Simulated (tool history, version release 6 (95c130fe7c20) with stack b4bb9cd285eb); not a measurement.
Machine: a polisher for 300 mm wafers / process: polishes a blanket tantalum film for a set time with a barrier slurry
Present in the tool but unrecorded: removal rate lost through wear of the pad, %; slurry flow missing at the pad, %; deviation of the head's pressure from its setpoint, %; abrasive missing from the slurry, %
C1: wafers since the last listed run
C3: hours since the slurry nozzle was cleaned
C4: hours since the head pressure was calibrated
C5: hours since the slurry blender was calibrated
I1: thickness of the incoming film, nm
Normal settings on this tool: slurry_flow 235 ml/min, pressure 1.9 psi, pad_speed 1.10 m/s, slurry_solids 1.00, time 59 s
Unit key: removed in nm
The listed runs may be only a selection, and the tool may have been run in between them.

Run 1, hour 0.0: usual settings; C1 0; wafers polished on this pad 4224; C3 113.8; C4 97.4; C5 143.1; I1 288.5. Result: removed 104.8 nm.
Run 2, hour 266.0: usual settings; C1 3178; wafers polished on this pad 7402; C3 379.8; C4 363.4; C5 409.1; I1 288.7. Result: removed 100.8 nm.
Run 3, hour 333.6: usual settings but time 74 s; C1 807; wafers polished on this pad 8210; C3 447.4; C4 431.0; C5 476.7; I1 292.7. Result: removed 125.5 nm.
At hour 383.3: worn pad replaced by a new one, of another model than before.
Run 4, hour 398.1: usual settings but time 74 s; C1 722; wafers polished on this pad 177; C3 511.9; C4 495.5; C5 541.2; I1 290.8. Result: removed 126.8 nm.
Run 5, hour 454.3: usual settings but pressure 2.3 psi, time 47 s; C1 671; wafers polished on this pad 848; C3 568.1; C4 551.7; C5 597.4; I1 290.7. Result: removed 90.3 nm.
Run 6, hour 509.4: usual settings but pressure 2.3 psi, time 47 s; C1 658; wafers polished on this pad 1507; C3 623.2; C4 606.8; C5 652.5; I1 290.4. Result: removed 90.8 nm.
Run 7, hour 599.2: usual settings but pressure 2.3 psi, time 47 s; C1 1072; wafers polished on this pad 2579; C3 713.0; C4 696.6; C5 742.3; I1 289.3. Result: removed 87.7 nm.
At hour 610.7: slurry nozzle cleaned.
At hour 639.3: slurry blender recalibrated.
Run 8, hour 657.2: usual settings but slurry_flow 210 ml/min, pad_speed 1.36 m/s; C1 657; wafers polished on this pad 3237; C3 46.5; C4 754.6; C5 17.9; I1 294.4. Result: removed 120.0 nm.
Run 9, hour 706.0: usual settings but slurry_flow 265 ml/min, pad_speed 1.32 m/s, slurry_solids 0.75; C1 583; wafers polished on this pad 3820; C3 95.3; C4 803.4; C5 66.7; I1 290.5. Result: removed 110.2 nm.
Run 10, hour 812.0: usual settings but slurry_flow 285 ml/min, pressure 2.3 psi, time 40 s; C1 1266; wafers polished on this pad 5086; C3 201.3; C4 909.4; C5 172.7; I1 287.2. Result: removed 85.5 nm.
Run 11, hour 910.9: usual settings but pressure 2.4 psi, slurry_solids 0.70, time 51 s; C1 1181; wafers polished on this pad 6268; C3 300.2; C4 1008.3; C5 271.6; I1 285.3. Result: removed 98.4 nm.
At hour 932.1: head pressure recalibrated.
Run 12, hour 967.0: usual settings but time 50 s; C1 646; wafers polished on this pad 6914; C3 356.3; C4 34.9; C5 327.7; I1 289.2. Result: removed 87.8 nm.
Run 13, hour 1045.3: usual settings; C1 935; wafers polished on this pad 7850; C3 434.6; C4 113.2; C5 406.0; I1 295.5. Result: removed 102.9 nm.
At hour 1098.9: worn pad replaced by a new one.
Run 14, hour 1122.5: usual settings but slurry_flow 310 ml/min, pressure 2.4 psi; C1 874; wafers polished on this pad 282; C3 511.8; C4 190.4; C5 483.2; I1 286.9. Result: removed 117.8 nm.
Run 15, hour 1196.2: usual settings but slurry_solids 0.90; C1 880; wafers polished on this pad 1162; C3 585.5; C4 264.1; C5 556.9; I1 293.8. Result: removed 95.3 nm.
Run 16, hour 1270.6: usual settings but slurry_flow 155 ml/min, pad_speed 0.74 m/s, time 65 s; C1 888; wafers polished on this pad 2051; C3 659.9; C4 338.5; C5 631.3; I1 289.9. Result: removed 85.3 nm.
At hour 1338.8: slurry blender recalibrated.
Run 17, hour 1347.3: usual settings but slurry_flow 275 ml/min, slurry_solids 1.15; C1 892; wafers polished on this pad 2944; C3 736.6; C4 415.2; C5 8.5; I1 289.6. Result: removed 112.0 nm.
Run 18, hour 1409.7: usual settings but slurry_solids 0.80, time 66 s; C1 745; wafers polished on this pad 3689; C3 799.0; C4 477.6; C5 70.9; I1 286.9. Result: removed 111.9 nm.
Run 19, hour 1475.9: usual settings but slurry_flow 180 ml/min, pressure 1.6 psi, pad_speed 1.24 m/s, time 40 s; C1 790; wafers polished on this pad 4480; C3 865.2; C4 543.8; C5 137.1; I1 287.2. Result: removed 69.8 nm.
Run 20, hour 1516.2: usual settings; C1 481; wafers polished on this pad 4962; C3 905.5; C4 584.1; C5 177.4; I1 289.6. Result: removed 107.0 nm.
At hour 1569.6: slurry nozzle cleaned.
Run 21, hour 1579.0: usual settings but slurry_solids 1.30; C1 738; wafers polished on this pad 5700; C3 9.4; C4 646.9; C5 240.2; I1 293.7. Result: removed 112.1 nm.
Run 22, hour 1652.5: usual settings but slurry_flow 160 ml/min, pressure 1.4 psi, pad_speed 0.86 m/s, time 43 s; C1 878; wafers polished on this pad 6578; C3 82.9; C4 720.4; C5 313.7; I1 293.0. Result: removed 52.7 nm.
Run 23, hour 1691.8: usual settings but slurry_flow 180 ml/min, pressure 1.6 psi, pad_speed 1.24 m/s, time 40 s; C1 469; wafers polished on this pad 7048; C3 122.2; C4 759.7; C5 353.0; I1 287.4. Result: removed 66.4 nm.
At hour 1772.0: head pressure recalibrated.
Run 24, hour 1786.4: usual settings; C1 1106; wafers polished on this pad 8154; C3 216.8; C4 14.4; C5 447.6; I1 289.7. Result: removed 101.9 nm.
Run 25, hour 1845.4: usual settings but slurry_flow 270 ml/min, slurry_solids 0.70; C1 704; wafers polished on this pad 8859; C3 275.8; C4 73.4; C5 506.6; I1 284.2. Result: removed 89.2 nm.
At hour 1852.4: worn pad replaced by a new one.
Run 26, hour 1923.8: usual settings; C1 888; wafers polished on this pad 853; C3 354.2; C4 151.8; C5 585.0; I1 292.7. Result: removed 99.3 nm.
At hour 2012.9: slurry blender recalibrated.
Run 27, hour 2013.4: usual settings; C1 1046; wafers polished on this pad 1899; C3 443.8; C4 241.4; C5 0.5; I1 293.9. Result: removed 108.5 nm.
Run 28, hour 2055.1: usual settings but slurry_flow 165 ml/min, pressure 2.3 psi; C1 498; wafers polished on this pad 2397; C3 485.5; C4 283.1; C5 42.2; I1 288.6. Result: removed 124.3 nm.
Run 29, hour 2148.6: usual settings but pressure 1.4 psi; C1 1117; wafers polished on this pad 3514; C3 579.0; C4 376.6; C5 135.7; I1 289.7. Result: removed 86.2 nm.
Run 30, hour 2206.2: usual settings but slurry_flow 170 ml/min, pressure 1.6 psi, slurry_solids 1.30, time 70 s; C1 688; wafers polished on this pad 4203; C3 636.6; C4 434.2; C5 193.3; I1 290.0. Result: removed 118.6 nm.
Run 31, hour 2256.6: usual settings; C1 602; wafers polished on this pad 4805; C3 687.0; C4 484.6; C5 243.7; I1 290.7. Result: removed 104.5 nm.

Selected run-to-run steps in removed, each split into two signed amounts: the part the tool would show with no hidden state at all (from settings, incoming material and random variation), and the remainder, which goes to the hidden state together with any gauge scatter not common to the measured and the hidden-state-free results:
Run 7 -> 8: slurry_flow 235 -> 210, pressure 2.3 -> 1.9, pad_speed 1.10 -> 1.36, time 47 -> 59, slurry nozzle cleaned, slurry blender recalibrated. removed +32.3 nm: hidden state +10.7, all else +21.6.
Run 16 -> 17: slurry_flow 155 -> 275, pad_speed 0.74 -> 1.10, slurry_solids 1.00 -> 1.15, time 65 -> 59, slurry blender recalibrated. removed +26.7 nm: hidden state +8.9, all else +17.8.
Run 18 -> 19: slurry_flow 235 -> 180, pressure 1.9 -> 1.6, pad_speed 1.10 -> 1.24, slurry_solids 0.80 -> 1.00, time 66 -> 40. removed -42.1 nm: hidden state +0.2, all else -42.3.
Run 21 -> 22: slurry_flow 235 -> 160, pressure 1.9 -> 1.4, pad_speed 1.10 -> 0.86, slurry_solids 1.30 -> 1.00, time 59 -> 43. removed -59.4 nm: hidden state +0.9, all else -60.3.
Run 26 -> 27: slurry blender recalibrated. removed +9.2 nm: hidden state +9.0, all else +0.2.
Run 28 -> 29: slurry_flow 165 -> 235, pressure 2.3 -> 1.4. removed -38.1 nm: hidden state -0.7, all else -37.4.
